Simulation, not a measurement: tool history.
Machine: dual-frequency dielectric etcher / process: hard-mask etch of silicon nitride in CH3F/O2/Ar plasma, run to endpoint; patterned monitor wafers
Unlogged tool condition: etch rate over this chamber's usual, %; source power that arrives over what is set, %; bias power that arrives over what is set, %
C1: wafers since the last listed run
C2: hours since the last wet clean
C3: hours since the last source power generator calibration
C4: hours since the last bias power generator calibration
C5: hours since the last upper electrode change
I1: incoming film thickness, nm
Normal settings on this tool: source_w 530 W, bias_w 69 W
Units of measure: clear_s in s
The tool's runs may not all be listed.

Run 1, hour 0: usual settings but source_w 440 W; C1 0; C2 232.2; C3 3041.4; C4 2994.9; C5 4120.3; I1 34.11. Result: clear_s 48.7 s.
Run 2, hour 143.3: usual settings but source_w 580 W, bias_w 63 W; C1 1941; C2 375.5; C3 3184.7; C4 3138.2; C5 4263.6; I1 34.88. Result: clear_s 46.5 s.
Run 3, hour 202.5: usual settings but source_w 580 W, bias_w 63 W; C1 802; C2 434.7; C3 3243.9; C4 3197.4; C5 4322.8; I1 34.53. Result: clear_s 45.7 s.
Run 4, hour 293.2: usual settings; C1 1228; C2 525.4; C3 3334.6; C4 3288.1; C5 4413.5; I1 35. Result: clear_s 46.3 s.
Run 5, hour 363.4: usual settings; C1 951; C2 595.6; C3 3404.8; C4 3358.3; C5 4483.7; I1 34.83. Result: clear_s 45.7 s.
Run 6, hour 408.1: usual settings but source_w 610 W; C1 605; C2 640.3; C3 3449.5; C4 3403; C5 4528.4; I1 34.84. Result: clear_s 43.7 s.
At hour 442.2: wet clean of the chamber.
Run 7, hour 512.7: usual settings but source_w 480 W; C1 1091; C2 70.5; C3 3554.1; C4 3507.6; C5 4633; I1 34.4. Result: clear_s 48.3 s.
Run 8, hour 619.8: usual settings but source_w 480 W; C1 1450; C2 177.6; C3 3661.2; C4 3614.7; C5 4740.1; I1 34.61. Result: clear_s 48.3 s.
Run 9, hour 685.9: usual settings but source_w 480 W; C1 895; C2 243.7; C3 3727.3; C4 3680.8; C5 4806.2; I1 34.66. Result: clear_s 47.9 s.
Run 10, hour 750.3: usual settings but source_w 480 W, bias_w 63 W; C1 872; C2 308.1; C3 3791.7; C4 3745.2; C5 4870.6; I1 34.5. Result: clear_s 49 s.
Run 11, hour 786.9: usual settings but source_w 480 W, bias_w 63 W; C1 495; C2 344.7; C3 3828.3; C4 3781.8; C5 4907.2; I1 34.53. Result: clear_s 48.7 s.
At hour 795.1: bias power generator calibrated.
Run 12, hour 835.5: usual settings but bias_w 74 W; C1 604; C2 393.3; C3 3876.9; C4 40.4; C5 4955.8; I1 34.62. Result: clear_s 45.2 s.
At hour 850.6: source power generator calibrated.
Run 13, hour 889.6: usual settings; C1 678; C2 447.4; C3 39; C4 94.5; C5 5009.9; I1 34.78. Result: clear_s 46.3 s.
Run 14, hour 978.6: usual settings but source_w 450 W; C1 1205; C2 536.4; C3 128; C4 183.5; C5 5098.9; I1 34.52. Result: clear_s 47.8 s.
At hour 1027.6: wet clean of the chamber.
Run 15, hour 1054.5: usual settings but source_w 450 W; C1 703; C2 26.9; C3 203.9; C4 259.4; C5 5174.8; I1 34.37. Result: clear_s 49.5 s.
At hour 1107.4: upper electrode replaced.
Run 16, hour 1125.5: usual settings but source_w 450 W; C1 636; C2 97.9; C3 274.9; C4 330.4; C5 18.1; I1 34.94. Result: clear_s 50 s.
Run 17, hour 1219.1: usual settings but source_w 610 W, bias_w 78 W; C1 1268; C2 191.5; C3 368.5; C4 424; C5 111.7; I1 35.08. Result: clear_s 43.9 s.
Run 18, hour 1288: usual settings but source_w 410 W, bias_w 75 W; C1 933; C2 260.4; C3 437.4; C4 492.9; C5 180.6; I1 34.96. Result: clear_s 49.7 s.
Run 19, hour 1344: usual settings but source_w 440 W, bias_w 53 W; C1 758; C2 316.4; C3 493.4; C4 548.9; C5 236.6; I1 34.6. Result: clear_s 53 s.
Run 20, hour 1410.3: usual settings but source_w 570 W; C1 898; C2 382.7; C3 559.7; C4 615.2; C5 302.9; I1 34.76. Result: clear_s 45.3 s.
Run 21, hour 1469.8: usual settings but source_w 620 W, bias_w 74 W; C1 806; C2 442.2; C3 619.2; C4 674.7; C5 362.4; I1 34.83. Result: clear_s 43.1 s.
Run 22, hour 1555.9: usual settings but source_w 420 W, bias_w 60 W; C1 1166; C2 528.3; C3 705.3; C4 760.8; C5 448.5; I1 34.6. Result: clear_s 51 s.
At hour 1591.6: wet clean of the chamber.
Run 23, hour 1602.9: usual settings; C1 311; C2 11.3; C3 752.3; C4 807.8; C5 495.5; I1 34.43. Result: clear_s 46.9 s.
Run 24, hour 1660.8: usual settings but source_w 450 W; C1 784; C2 69.2; C3 810.2; C4 865.7; C5 553.4; I1 34.56. Result: clear_s 49.3 s.
Run 25, hour 1763: usual settings but source_w 430 W, bias_w 83 W; C1 1384; C2 171.4; C3 912.4; C4 967.9; C5 655.6; I1 34.69. Result: clear_s 47.3 s.
Run 26, hour 1846.9: usual settings; C1 1136; C2 255.3; C3 996.3; C4 1051.8; C5 739.5; I1 34.57. Result: clear_s 46.4 s.
Run 27, hour 1892.4: usual settings but source_w 600 W; C1 616; C2 300.8; C3 1041.8; C4 1097.3; C5 785; I1 34.67. Result: clear_s 44.3 s.
Run 28, hour 1954.4: usual settings but source_w 440 W, bias_w 84 W; C1 839; C2 362.8; C3 1103.8; C4 1159.3; C5 847; I1 34.76. Result: clear_s 46.3 s.
Run 29, hour 2059.9: usual settings; C1 1429; C2 468.3; C3 1209.3; C4 1264.8; C5 952.5; I1 34.48. Result: clear_s 45.6 s.
At hour 2168.1: wet clean of the chamber.
Run 30, hour 2168.6: usual settings but source_w 650 W; C1 1147; C2 0.5; C3 1318; C4 1373.5; C5 1061.2; I1 34.55. Result: clear_s 44.2 s.
Run 31, hour 2192.2: usual settings but source_w 640 W, bias_w 76 W; C1 319; C2 24.1; C3 1341.6; C4 1397.1; C5 1084.8; I1 34.67. Result: clear_s 43.1 s.
Run 32, hour 2229: usual settings but source_w 490 W, bias_w 63 W; C1 498; C2 60.9; C3 1378.4; C4 1433.9; C5 1121.6; I1 34.42. Result: clear_s 49.3 s.
Run 33, hour 2292.8: usual settings but source_w 470 W, bias_w 80 W; C1 864; C2 124.7; C3 1442.2; C4 1497.7; C5 1185.4; I1 34.24. Result: clear_s 46.4 s.

Below are 3 alternative next runs, each starting from the tool's condition after run 33. Predict each:
Run A, hour 2293.2: usual settings; C1 5; C2 125.1; C3 1442.6; C4 1498.1; C5 1185.8; I1 34.64. Result: clear_s ?.
Run B, hour 2293.2: usual settings but source_w 660 W, bias_w 86 W; C1 5; C2 125.1; C3 1442.6; C4 1498.1; C5 1185.8; I1 34.64. Result: clear_s ?.
Run C, hour 2293.2: usual settings but source_w 410 W, bias_w 63 W; C1 5; C2 125.1; C3 1442.6; C4 1498.1; C5 1185.8; I1 34.64. Result: clear_s ?.

run  clear_s
  A     46.9
  B       41
  C     52.2
The same runs, with their run-to-run variation unchanged, on a tool lacking any hidden condition would have given:
run  clear_s
  A     47.3
  B     41.3
  C     52.6
